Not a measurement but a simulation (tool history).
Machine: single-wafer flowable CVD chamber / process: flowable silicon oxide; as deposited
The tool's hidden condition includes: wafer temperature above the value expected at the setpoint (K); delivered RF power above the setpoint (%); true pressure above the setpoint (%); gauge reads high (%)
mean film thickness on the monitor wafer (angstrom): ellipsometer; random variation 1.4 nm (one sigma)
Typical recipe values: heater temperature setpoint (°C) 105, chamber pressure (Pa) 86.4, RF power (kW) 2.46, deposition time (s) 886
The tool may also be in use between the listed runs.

run	hour	heater temperature setpoint (°C)	chamber pressure (Pa)	RF power (kW)	deposition time (s)	wafers since the last listed run	hours since the last thermocouple change	hours since the last RF generator calibration	hours since the last manometer calibration	hours since the showerhead was replaced	hours since the gauge calibration	read-back reference wafer on the same gauge, thickness_nm	mean film thickness on the monitor wafer (angstrom)
1	0	105	86.4	2.46	886	0	3079.7	182	1327.6	4106.4	26.3	421.882	3716.1
# hour 33.3: thermocouple changed; heater temperature recalibrated
2	43.3	105	86.4	2.46	886	65	10	225.3	1370.9	4149.7	69.6	421.652	3737.16
# hour 60.3: capacitance manometer re-zeroed and calibrated
3	86.5	105	86.4	2.46	886	65	53.2	268.5	26.2	4192.9	112.8	421.755	3662.8
4	112.9	105	86.4	2.46	886	49	79.6	294.9	52.6	4219.3	139.2	421.866	3647.77
5	184	112	86.4	2.87	1023	132	150.7	366	123.7	4290.4	210.3	421.666	3483.84
6	250.3	92	98.3	2.325	792	123	217	432.3	190	4356.7	276.6	421.686	5464.07
7	286.2	94	86.4	2.46	944	66	252.9	468.2	225.9	4392.6	312.5	421.978	5489.65
8	314.2	96	94.7	2.46	886	52	280.9	496.2	253.9	4420.6	340.5	421.804	5261.39
9	350.5	119	100.7	2.08	979	67	317.2	532.5	290.2	4456.9	376.8	421.783	2909.95
10	384.3	105	66	2.685	886	62	351	566.3	324	4490.7	410.6	422.801	2937.21
11	417.3	115	102.9	2.46	949	61	384	599.3	357	4523.7	443.6	421.634	3367.07
12	453.9	105	86.4	2.46	886	68	420.6	635.9	393.6	4560.3	480.2	422.168	3666.81
# hour 472.6: showerhead replaced, of another model than before
13	504.4	117	71.2	2.915	955	79	471.1	686.4	444.1	31.8	530.7	421.112	2593.2
14	534.9	93	86.4	2.915	1060	56	501.6	716.9	474.6	62.3	561.2	422.066	6550.65
15	606.2	105	72	2.46	886	132	572.9	788.2	545.9	133.6	632.5	421.817	3386.31
16	633.8	105	86.4	2.46	886	51	600.5	815.8	573.5	161.2	660.1	421.729	3643.23
17	670.5	93	101.6	2.835	1036	68	637.2	852.5	610.2	197.9	696.8	421.666	6921.24
18	722.7	105	86.4	2.67	886	97	689.4	904.7	662.4	250.1	749	422.325	3722.42
19	781.7	105	86.4	2.04	713	109	748.4	963.7	721.4	309.1	808	421.701	2716.28
20	808.4	109	86.4	2.905	886	49	775.1	990.4	748.1	335.8	834.7	422.354	3348.53
21	863.5	105	86.4	2.67	754	102	830.2	1045.5	803.2	390.9	889.8	422.351	3167.08
22	910.9	105	86.4	2.46	886	88	877.6	1092.9	850.6	438.3	937.2	421.88	3687.27
23	935.1	105	86.4	2.46	955	45	901.8	1117.1	874.8	462.5	961.4	422.184	3954.84

For run 24, what comes out?
24	997.5	105	96.4	2.9	886	116	964.2	1179.5	937.2	524.9	1023.8	?	?

read-back reference wafer on the same gauge, thickness_nm: 422.041
mean film thickness on the monitor wafer (angstrom): 3994.03
Were there no unlogged condition in the tool, this run, its random variation unchanged, would have produced mean film thickness on the monitor wafer (angstrom) 3974.11.
